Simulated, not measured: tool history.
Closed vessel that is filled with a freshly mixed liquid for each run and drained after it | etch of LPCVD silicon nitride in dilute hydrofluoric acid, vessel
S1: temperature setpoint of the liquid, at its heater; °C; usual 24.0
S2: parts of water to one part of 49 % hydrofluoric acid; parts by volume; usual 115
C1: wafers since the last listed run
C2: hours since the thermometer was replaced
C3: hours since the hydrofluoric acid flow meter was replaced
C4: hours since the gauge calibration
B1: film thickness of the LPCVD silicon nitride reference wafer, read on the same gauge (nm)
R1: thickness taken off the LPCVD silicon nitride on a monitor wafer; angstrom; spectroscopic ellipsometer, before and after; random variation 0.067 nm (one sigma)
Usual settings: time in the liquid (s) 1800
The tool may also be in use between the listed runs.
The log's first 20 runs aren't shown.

{"run": 21, "hour": 284.5, "S1": 24.0, "S2": 130, "time in the liquid (s)": 2090, "C1": 1743, "C2": 2925.3, "C3": 191.6, "C4": 175.0, "B1": 80.0, "R1": 74.8}
{"hour": 294.6, "done": "thermometer replaced"}
{"run": 22, "hour": 298.8, "S1": 24.0, "S2": 115, "time in the liquid (s)": 2875, "C1": 497, "C2": 4.2, "C3": 205.9, "C4": 189.3, "B1": 79.99, "R1": 116.3}
{"run": 23, "hour": 310.6, "S1": 19.5, "S2": 95, "time in the liquid (s)": 1800, "C1": 441, "C2": 16.0, "C3": 217.7, "C4": 201.1, "B1": 80.0, "R1": 65.5}
{"run": 24, "hour": 327.0, "S1": 24.0, "S2": 115, "time in the liquid (s)": 730, "C1": 613, "C2": 32.4, "C3": 234.1, "C4": 217.5, "B1": 79.98, "R1": 29.8}
{"run": 25, "hour": 333.1, "S1": 24.0, "S2": 115, "time in the liquid (s)": 1800, "C1": 228, "C2": 38.5, "C3": 240.2, "C4": 223.6, "B1": 80.03, "R1": 73.6}
{"run": 26, "hour": 345.1, "S1": 26.0, "S2": 115, "time in the liquid (s)": 1800, "C1": 448, "C2": 50.5, "C3": 252.2, "C4": 235.6, "B1": 79.98, "R1": 84.4}
{"run": 27, "hour": 352.1, "S1": 20.5, "S2": 95, "time in the liquid (s)": 2375, "C1": 261, "C2": 57.5, "C3": 259.2, "C4": 242.6, "B1": 79.99, "R1": 92.2}
{"run": 28, "hour": 363.3, "S1": 19.0, "S2": 140, "time in the liquid (s)": 2185, "C1": 418, "C2": 68.7, "C3": 270.4, "C4": 253.8, "B1": 79.98, "R1": 52.6}
{"run": 29, "hour": 378.7, "S1": 20.0, "S2": 115, "time in the liquid (s)": 1800, "C1": 576, "C2": 84.1, "C3": 285.8, "C4": 269.2, "B1": 80.03, "R1": 55.6}
{"run": 30, "hour": 393.5, "S1": 24.0, "S2": 165, "time in the liquid (s)": 1800, "C1": 553, "C2": 98.9, "C3": 300.6, "C4": 284.0, "B1": 80.01, "R1": 51.3}
{"run": 31, "hour": 406.0, "S1": 28.5, "S2": 115, "time in the liquid (s)": 1800, "C1": 467, "C2": 111.4, "C3": 313.1, "C4": 296.5, "B1": 79.98, "R1": 98.5}
{"run": 32, "hour": 420.9, "S1": 24.0, "S2": 150, "time in the liquid (s)": 1800, "C1": 557, "C2": 126.3, "C3": 328.0, "C4": 311.4, "B1": 79.97, "R1": 55.9}

5 ways to go on from here, each from the tool as it stands after run 32. What would each give?
{"run": "A", "hour": 422.1, "S1": 24.0, "S2": 100, "time in the liquid (s)": 1800, "C1": 44, "C2": 127.5, "C3": 329.2, "C4": 312.6, "B1": "?", "R1": "?"}
{"run": "B", "hour": 422.1, "S1": 24.0, "S2": 150, "time in the liquid (s)": 2575, "C1": 44, "C2": 127.5, "C3": 329.2, "C4": 312.6, "B1": "?", "R1": "?"}
{"run": "C", "hour": 422.1, "S1": 25.5, "S2": 115, "time in the liquid (s)": 765, "C1": 44, "C2": 127.5, "C3": 329.2, "C4": 312.6, "B1": "?", "R1": "?"}
{"run": "D", "hour": 422.1, "S1": 24.0, "S2": 115, "time in the liquid (s)": 2610, "C1": 44, "C2": 127.5, "C3": 329.2, "C4": 312.6, "B1": "?", "R1": "?"}
{"run": "E", "hour": 422.1, "S1": 27.0, "S2": 80, "time in the liquid (s)": 755, "C1": 44, "C2": 127.5, "C3": 329.2, "C4": 312.6, "B1": "?", "R1": "?"}

run=A B1=79.97 R1=85.8
run=B B1=79.97 R1=82.2
run=C B1=79.97 R1=35.0
run=D B1=79.97 R1=108.3
run=E B1=79.97 R1=54.6
Without the tool's hidden state the same runs would have given:
run=A R1=85.8
run=B R1=82.2
run=C R1=35.0
run=D R1=108.3
run=E R1=54.6
